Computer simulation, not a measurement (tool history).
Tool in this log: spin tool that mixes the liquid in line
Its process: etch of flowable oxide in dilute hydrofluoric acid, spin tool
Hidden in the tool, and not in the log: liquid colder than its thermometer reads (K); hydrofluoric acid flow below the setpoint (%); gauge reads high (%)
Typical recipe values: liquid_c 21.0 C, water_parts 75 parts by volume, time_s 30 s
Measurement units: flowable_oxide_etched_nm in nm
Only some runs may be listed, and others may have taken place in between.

run    hour  liquid_c  water_parts  time_s  wafers since the last listed run  hours since the thermometer was replaced  hours since the hydrofluoric acid flow meter was replaced  hours since the gauge calibration  read-back film thickness of the flowable oxide reference wafer, read on the same gauge (nm)  flowable_oxide_etched_nm
  1     0.0      21.0           75      30                                 0                                     679.1                                                      332.4                             1621.6                                                                                       100.03                     19.64
  2    69.7      21.0           75      30                               622                                     748.8                                                      402.1                             1691.3                                                                                       100.00                     19.64
  3   133.1      21.0           75      30                               566                                     812.2                                                      465.5                             1754.7                                                                                       100.01                     19.66
  4   240.3      21.0           75      30                               958                                     919.4                                                      572.7                             1861.9                                                                                       100.00                     19.36
  5   280.0      21.0           75      30                               354                                     959.1                                                      612.4                             1901.6                                                                                       100.01                     19.20
  6   355.8      21.0           75      30                               677                                    1034.9                                                      688.2                             1977.4                                                                                       100.01                     19.52
      407.3  -- hydrofluoric acid flow meter replaced
  7   507.2      21.0           75      30                              1344                                    1186.3                                                       99.9                             2128.8                                                                                       100.03                     19.76
  8   580.2      23.5           75      30                               652                                    1259.3                                                      172.9                             2201.8                                                                                       100.05                     21.78
  9   672.8      21.0           65      30                               827                                    1351.9                                                      265.5                             2294.4                                                                                        99.95                     22.90
 10   728.0      21.0           65      30                               493                                    1407.1                                                      320.7                             2349.6                                                                                       100.00                     23.07
 11   788.8      18.0           75      20                               543                                    1467.9                                                      381.5                             2410.4                                                                                        99.97                     11.62
 12   873.8      24.5           75      30                               759                                    1552.9                                                      466.5                             2495.4                                                                                       100.00                     22.45
 13   946.8      21.0           95      45                               652                                    1625.9                                                      539.5                             2568.4                                                                                       100.02                     22.57
 14  1016.4      21.0          100      30                               622                                    1695.5                                                      609.1                             2638.0                                                                                       100.00                     14.14
     1029.9  -- hydrofluoric acid flow meter replaced
 15  1094.4      21.0           75      30                               688                                    1773.5                                                       64.5                             2716.0                                                                                        99.98                     19.95
 16  1173.5      21.0           35      30                               707                                    1852.6                                                      143.6                             2795.1                                                                                       100.01                     44.50
     1200.7  -- gauge calibrated
 17  1273.0      21.0           75      30                               889                                    1952.1                                                      243.1                               72.3                                                                                        99.99                     19.69
 18  1355.8      21.0           50      30                               740                                    2034.9                                                      325.9                              155.1                                                                                        99.97                     30.35
 19  1659.9      25.5           75      15                              2718                                    2339.0                                                      630.0                              459.2                                                                                        99.96                     11.67
     1662.9  -- hydrofluoric acid flow meter replaced
 20  1745.4      17.0           75      30                               755                                    2424.5                                                       82.5                              544.7                                                                                       100.03                     16.78
 21  1836.3      24.0           50      15                               812                                    2515.4                                                      173.4                              635.6                                                                                       100.00                     17.11
 22  1907.9      21.0          100      15                               639                                    2587.0                                                      245.0                              707.2                                                                                        99.98                      7.18
 23  1945.8      21.0           50      15                               338                                    2624.9                                                      282.9                              745.1                                                                                       100.04                     15.14
     1987.8  -- thermometer replaced
 24  2010.3      21.0           75      25                               567                                      22.5                                                      347.4                              809.6                                                                                       100.01                     16.17
 25  2091.9      24.5          100      30                               729                                     104.1                                                      429.0                              891.2                                                                                       100.01                     16.39
 26  2160.1      17.0           75      30                               609                                     172.3                                                      497.2                              959.4                                                                                       100.03                     16.47
 27  2262.3      25.0           45      15                               913                                     274.5                                                      599.4                             1061.6                                                                                       100.01                     19.85
 28  2326.6      21.0           75      30                               574                                     338.8                                                      663.7                             1125.9                                                                                       100.01                     19.54
     2343.3  -- hydrofluoric acid flow meter replaced
 29  2388.3      21.0          110      30                               542                                     400.5                                                       45.0                             1187.6                                                                                       100.01                     13.00
 30  2647.0      17.0           55      15                              2312                                     659.2                                                      303.7                             1446.3                                                                                        99.99                     11.60
 31  2685.5      17.5           45      15                               344                                     697.7                                                      342.2                             1484.8                                                                                        99.99                     14.49
 32  2781.9      21.0           75      30                               861                                     794.1                                                      438.6                             1581.2                                                                                        99.97                     19.60

Give the tool's hidden conditions for every run:
liquid colder than its thermometer reads (K): 0 on each run
gauge reads high (%): 0 on each run
H1: hydrofluoric acid flow below the setpoint (%)
run     H1
  1   1.18
  2    1.4
  3    1.6
  4   1.94
  5   2.07
  6   2.31
  7  0.516
  8  0.747
  9   1.04
 10   1.21
 11   1.41
 12   1.68
 13   1.91
 14   2.13
 15  0.209
 16  0.459
 17  0.774
 18   1.04
 19      2
 20   0.67
 21  0.957
 22   1.18
 23    1.3
 24   1.51
 25   1.77
 26   1.98
 27   2.31
 28   2.51
 29  0.163
 30  0.982
 31    1.1
 32   1.41
